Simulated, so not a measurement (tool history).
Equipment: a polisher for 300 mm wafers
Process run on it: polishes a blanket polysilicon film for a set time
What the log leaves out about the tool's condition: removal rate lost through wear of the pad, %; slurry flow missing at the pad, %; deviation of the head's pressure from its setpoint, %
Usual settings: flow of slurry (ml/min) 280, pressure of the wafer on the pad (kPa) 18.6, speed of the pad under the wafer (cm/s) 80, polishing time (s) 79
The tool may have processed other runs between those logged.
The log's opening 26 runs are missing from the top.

run   hour  flow of slurry (ml/min)  pressure of the wafer on the pad (kPa)  speed of the pad under the wafer (cm/s)  polishing time (s)  wafers since the last listed run  wafers polished on this pad  hours since the slurry nozzle was cleaned  hours since the head pressure was calibrated  incoming thickness of the incoming film, nm  film removed (nm)
 27  764.3                      280                                    20.7                                       80                 105                               157                          310                                      165.1                                         418.8                                       2286.0              715.5
 28  787.9                      280                                    18.6                                       80                  79                               174                          484                                      188.7                                         442.4                                       2328.0              487.6
 29  820.1                      230                                    12.4                                       80                  66                               237                          722                                      220.9                                         474.6                                       2325.4              301.2
 30  847.0                      190                                    13.1                                      100                  90                               198                          920                                      247.8                                         501.5                                       2309.1              470.6
 31  882.7                      280                                    18.6                                      100                  65                               263                         1184                                      283.5                                         537.2                                       2256.5              479.6
 32  911.3                      280                                    18.6                                       80                  79                               210                         1395                                      312.1                                         565.8                                       2263.2              495.0
     923.1  -- worn pad replaced by a new one
 33  926.4                      320                                    18.6                                       80                  79                                81                           24                                      327.2                                         580.9                                       2273.3              500.4
 34  938.5                      280                                    18.6                                       80                  79                                89                          113                                      339.3                                         593.0                                       2262.0              492.2
 35  956.3                      280                                    18.6                                       80                  91                               131                          244                                      357.1                                         610.8                                       2266.6              559.6

Below are 5 alternative next runs, each starting from the tool's condition after run 35. Predict each:
  A  956.8                      280                                    18.6                                       80                  94                                 3                          248                                      357.6                                         611.3                                       2266.4                  ?
  B  956.8                      365                                    15.2                                       80                  79                                 3                          248                                      357.6                                         611.3                                       2266.4                  ?
  C  956.8                      215                                    18.6                                       80                  79                                 3                          248                                      357.6                                         611.3                                       2266.4                  ?
  D  956.8                      280                                    15.2                                       70                  79                                 3                          248                                      357.6                                         611.3                                       2266.4                  ?
  E  956.8                      280                                    20.7                                       80                  79                                 3                          248                                      357.6                                         611.3                                       2266.4                  ?

run  film removed (nm)
  A              587.4
  B              434.8
  C              472.7
  D              383.6
  E              538.0
What these runs would have given with no unlogged condition in the tool:
run  film removed (nm)
  A              602.5
  B              440.0
  C              492.9
  D              393.5
  E              551.8
